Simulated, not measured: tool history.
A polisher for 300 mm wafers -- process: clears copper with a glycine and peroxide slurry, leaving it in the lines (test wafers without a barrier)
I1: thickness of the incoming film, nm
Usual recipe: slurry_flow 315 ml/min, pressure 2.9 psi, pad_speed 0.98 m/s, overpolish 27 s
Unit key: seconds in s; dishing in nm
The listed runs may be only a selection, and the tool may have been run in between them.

Run 1, day 0.000: usual settings but slurry_flow 265 ml/min; I1 719.4. Result: seconds 133.4 s, dishing 40.3 nm.
Run 2, day 0.425: usual settings but slurry_flow 265 ml/min; I1 718.3. Result: seconds 132.1 s, dishing 40.6 nm.
At day 1.079: worn pad replaced by a new one.
Run 3, day 2.079: usual settings but slurry_flow 365 ml/min; I1 695.1. Result: seconds 117.1 s, dishing 41.6 nm.
Run 4, day 2.658: usual settings; I1 710.2. Result: seconds 128.8 s, dishing 41.8 nm.
Run 5, day 3.362: usual settings; I1 708.0. Result: seconds 129.4 s, dishing 41.5 nm.
Run 6, day 3.979: usual settings; I1 701.4. Result: seconds 126.9 s, dishing 39.7 nm.
Run 7, day 4.488: usual settings; I1 713.3. Result: seconds 129.2 s, dishing 41.4 nm.
Run 8, day 4.992: usual settings but pressure 3.5 psi; I1 710.5. Result: seconds 115.5 s, dishing 40.6 nm.
Run 9, day 5.492: usual settings but pressure 3.5 psi; I1 709.2. Result: seconds 120.9 s, dishing 41.1 nm.
Run 10, day 5.950: usual settings but pressure 3.5 psi; I1 712.7. Result: seconds 121.3 s, dishing 41.6 nm.
Run 11, day 6.321: usual settings; I1 701.0. Result: seconds 129.3 s, dishing 41.7 nm.
At day 6.512: worn pad replaced by a new one.
Run 12, day 6.692: usual settings; I1 723.6. Result: seconds 119.4 s, dishing 41.1 nm.
Run 13, day 7.229: usual settings; I1 702.7. Result: seconds 122.6 s, dishing 42.1 nm.
Run 14, day 7.729: usual settings; I1 698.4. Result: seconds 121.6 s, dishing 40.6 nm.
Run 15, day 8.088: usual settings; I1 716.6. Result: seconds 131.1 s, dishing 40.1 nm.
Run 16, day 9.471: usual settings; I1 720.5. Result: seconds 136.8 s, dishing 41.8 nm.
Run 17, day 10.088: usual settings; I1 715.8. Result: seconds 133.0 s, dishing 41.4 nm.
Run 18, day 10.488: usual settings but slurry_flow 270 ml/min, overpolish 14 s; I1 710.6. Result: seconds 134.0 s, dishing 32.7 nm.
Run 19, day 10.862: usual settings; I1 708.5. Result: seconds 128.2 s, dishing 40.8 nm.
At day 11.171: worn pad replaced by a new one.
Run 20, day 11.192: usual settings but pressure 3.7 psi, overpolish 39 s; I1 706.7. Result: seconds 97.7 s, dishing 44.4 nm.
Run 21, day 11.550: usual settings; I1 695.6. Result: seconds 117.8 s, dishing 40.4 nm.
At day 11.729: head pressure recalibrated.
Run 22, day 12.162: usual settings but slurry_flow 370 ml/min, pressure 3.7 psi; I1 716.1. Result: seconds 109.3 s, dishing 42.1 nm.
Run 23, day 14.317: usual settings; I1 710.2. Result: seconds 136.6 s, dishing 41.6 nm.
Run 24, day 14.625: usual settings but pressure 3.4 psi, pad_speed 1.06 m/s, overpolish 13 s; I1 714.2. Result: seconds 116.5 s, dishing 32.6 nm.
At day 15.533: slurry nozzle cleaned.
At day 15.979: worn pad replaced by a new one.
Run 25, day 16.000: usual settings; I1 710.3. Result: seconds 117.1 s, dishing 41.0 nm.
Run 26, day 16.629: usual settings but slurry_flow 225 ml/min, pressure 3.5 psi, pad_speed 0.76 m/s, overpolish 37 s; I1 706.3. Result: seconds 128.4 s, dishing 43.9 nm.
Run 27, day 17.162: usual settings but pad_speed 0.66 m/s; I1 703.8. Result: seconds 152.7 s, dishing 40.4 nm.
Run 28, day 17.862: usual settings but pad_speed 1.18 m/s, overpolish 15 s; I1 709.6. Result: seconds 112.6 s, dishing 35.2 nm.
Run 29, day 18.171: usual settings; I1 722.8. Result: seconds 125.3 s, dishing 40.8 nm.
Run 30, day 18.504: usual settings but slurry_flow 390 ml/min, pressure 2.1 psi; I1 707.9. Result: seconds 150.2 s, dishing 38.9 nm.
Run 31, day 18.804: usual settings but slurry_flow 390 ml/min, pressure 2.0 psi, pad_speed 1.26 m/s, overpolish 32 s; I1 711.1. Result: seconds 132.7 s, dishing 40.5 nm.
Run 32, day 19.521: usual settings but slurry_flow 220 ml/min, pressure 3.6 psi, pad_speed 0.70 m/s, overpolish 39 s; I1 710.7. Result: seconds 148.4 s, dishing 44.0 nm.
Run 33, day 19.908: usual settings; I1 710.2. Result: seconds 132.0 s, dishing 41.2 nm.
Run 34, day 20.542: usual settings but slurry_flow 355 ml/min, pad_speed 0.86 m/s, overpolish 13 s; I1 708.2. Result: seconds 138.5 s, dishing 30.8 nm.
Run 35, day 20.838: usual settings but slurry_flow 225 ml/min, pressure 3.2 psi, pad_speed 1.08 m/s; I1 713.1. Result: seconds 124.7 s, dishing 40.9 nm.

Branching from run 35: 4 alternative next runs. What would each branch give?
Run A, day 20.858: usual settings; I1 701.3. Result: seconds ?, dishing ?.
Run B, day 20.858: usual settings but pad_speed 1.22 m/s, overpolish 22 s; I1 701.3. Result: seconds ?, dishing ?.
Run C, day 20.858: usual settings but pressure 2.2 psi, pad_speed 1.24 m/s, overpolish 20 s; I1 701.3. Result: seconds ?, dishing ?.
Run D, day 20.858: usual settings but slurry_flow 205 ml/min, pressure 1.9 psi; I1 701.3. Result: seconds ?, dishing ?.

run  seconds  dishing
  A    131.8     40.9
  B    116.0     39.7
  C    132.9     36.9
  D    170.5     38.1
Without the tool's unlogged condition, the same runs would have read:
run  seconds  dishing
  A    114.9     42.0
  B    101.1     40.8
  C    115.8     38.5
  D    148.6     39.6

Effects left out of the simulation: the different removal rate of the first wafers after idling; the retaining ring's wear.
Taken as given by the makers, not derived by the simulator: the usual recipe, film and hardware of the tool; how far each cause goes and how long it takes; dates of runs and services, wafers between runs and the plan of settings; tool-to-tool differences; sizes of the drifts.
